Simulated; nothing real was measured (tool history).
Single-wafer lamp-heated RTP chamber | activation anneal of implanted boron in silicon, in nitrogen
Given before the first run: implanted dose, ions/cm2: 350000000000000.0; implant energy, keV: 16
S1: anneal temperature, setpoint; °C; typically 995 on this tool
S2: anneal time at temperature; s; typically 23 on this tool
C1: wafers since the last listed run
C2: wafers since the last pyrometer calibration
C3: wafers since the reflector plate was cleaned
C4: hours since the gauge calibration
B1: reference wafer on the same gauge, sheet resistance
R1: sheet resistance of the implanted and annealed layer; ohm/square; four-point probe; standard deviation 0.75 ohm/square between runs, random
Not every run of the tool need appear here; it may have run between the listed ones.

run 1 hour=0 | S1=979 S2=23 | C1=0 C2=2955 C3=9232 C4=842.3 | B1=349.96 | R1=309.45
run 2 hour=37 | S1=979 S2=23 | C1=507 C2=3462 C3=9740 C4=879.3 | B1=350.05 | R1=309.74
run 3 hour=91.1 | S1=979 S2=23 | C1=742 C2=4204 C3=10482 C4=933.4 | B1=349.93 | R1=307.74
-- hour=100.9 pyrometer window cleaned and pyrometer calibrated
run 4 hour=121.2 | S1=995 S2=23 | C1=303 C2=278 C3=10785 C4=963.5 | B1=350.12 | R1=307.82
-- hour=144.7 reflector plate cleaned
run 5 hour=162.9 | S1=995 S2=15 | C1=462 C2=740 C3=249 C4=1005.2 | B1=349.94 | R1=308.73
run 6 hour=232.8 | S1=995 S2=19 | C1=958 C2=1699 C3=1208 C4=1075.1 | B1=350.04 | R1=307.63
run 7 hour=290.3 | S1=988 S2=17 | C1=788 C2=2488 C3=1996 C4=1132.6 | B1=349.87 | R1=308.36
run 8 hour=318.5 | S1=981 S2=23 | C1=386 C2=2875 C3=2383 C4=1160.8 | B1=350.06 | R1=311.01
run 9 hour=355 | S1=981 S2=23 | C1=500 C2=3376 C3=2884 C4=1197.3 | B1=349.93 | R1=309.34
-- hour=403.2 pyrometer window cleaned and pyrometer calibrated
run 10 hour=412.1 | S1=981 S2=23 | C1=673 C2=122 C3=3558 C4=1254.4 | B1=350.03 | R1=315.54
run 11 hour=446 | S1=995 S2=23 | C1=465 C2=587 C3=4023 C4=1288.3 | B1=350.29 | R1=307
run 12 hour=470.7 | S1=995 S2=23 | C1=338 C2=926 C3=4361 C4=1313 | B1=349.87 | R1=307.69
run 13 hour=512.9 | S1=995 S2=23 | C1=578 C2=1505 C3=4940 C4=1355.2 | B1=349.91 | R1=306.99
-- hour=567.9 gauge calibrated
run 14 hour=575.5 | S1=995 S2=23 | C1=858 C2=2363 C3=5799 C4=7.6 | B1=349.83 | R1=304.27
run 15 hour=640.7 | S1=986 S2=10 | C1=894 C2=3258 C3=6693 C4=72.8 | B1=349.85 | R1=310.46
-- hour=697.5 pyrometer window cleaned and pyrometer calibrated
run 16 hour=698 | S1=1006 S2=10 | C1=676 C2=6 C3=7370 C4=130.1 | B1=349.96 | R1=307.53
run 17 hour=720.8 | S1=968 S2=23 | C1=312 C2=319 C3=7683 C4=152.9 | B1=350.29 | R1=327.47
run 18 hour=773 | S1=995 S2=23 | C1=716 C2=1035 C3=8399 C4=205.1 | B1=350.09 | R1=306.16
run 19 hour=806.2 | S1=973 S2=13 | C1=455 C2=1490 C3=8854 C4=238.3 | B1=350.16 | R1=321.64
run 20 hour=875.7 | S1=976 S2=23 | C1=953 C2=2444 C3=9807 C4=307.8 | B1=350.13 | R1=313.45
run 21 hour=909.2 | S1=995 S2=23 | C1=459 C2=2903 C3=10267 C4=341.3 | B1=350.02 | R1=304
run 22 hour=938.7 | S1=1013 S2=17 | C1=404 C2=3308 C3=10672 C4=370.8 | B1=350.04 | R1=302.46
-- hour=965.3 pyrometer window cleaned and pyrometer calibrated
-- hour=985.1 reflector plate cleaned
run 23 hour=1009.5 | S1=995 S2=12 | C1=751 C2=497 C3=334 C4=441.6 | B1=350.2 | R1=308.31
run 24 hour=1056.5 | S1=1008 S2=12 | C1=644 C2=1141 C3=979 C4=488.6 | B1=350 | R1=305.43
run 25 hour=1115.3 | S1=995 S2=23 | C1=806 C2=1948 C3=1786 C4=547.4 | B1=350.08 | R1=304.22
run 26 hour=1146.3 | S1=995 S2=32 | C1=425 C2=2373 C3=2211 C4=578.4 | B1=349.97 | R1=304.11
run 27 hour=1214.7 | S1=983 S2=31 | C1=938 C2=3312 C3=3149 C4=646.8 | B1=350.16 | R1=307.19
-- hour=1246.3 pyrometer window cleaned and pyrometer calibrated
run 28 hour=1279.4 | S1=1003 S2=31 | C1=777 C2=454 C3=3927 C4=711.5 | B1=350.02 | R1=304.27

Below are 3 alternative next runs, each starting from the tool's condition after run 28. Predict each:
run A hour=1279.8 | S1=995 S2=23 | C1=5 C2=459 C3=3933 C4=711.9 | B1=? | R1=?
run B hour=1279.8 | S1=965 S2=11 | C1=5 C2=459 C3=3933 C4=711.9 | B1=? | R1=?
run C hour=1279.8 | S1=970 S2=27 | C1=5 C2=459 C3=3933 C4=711.9 | B1=? | R1=?

run=A B1=349.8 R1=307.08
run=B B1=349.8 R1=342.41
run=C B1=349.8 R1=323.62
Without the tool's unlogged condition, the same runs would have read:
run=A R1=307.87
run=B R1=346.43
run=C R1=326.08
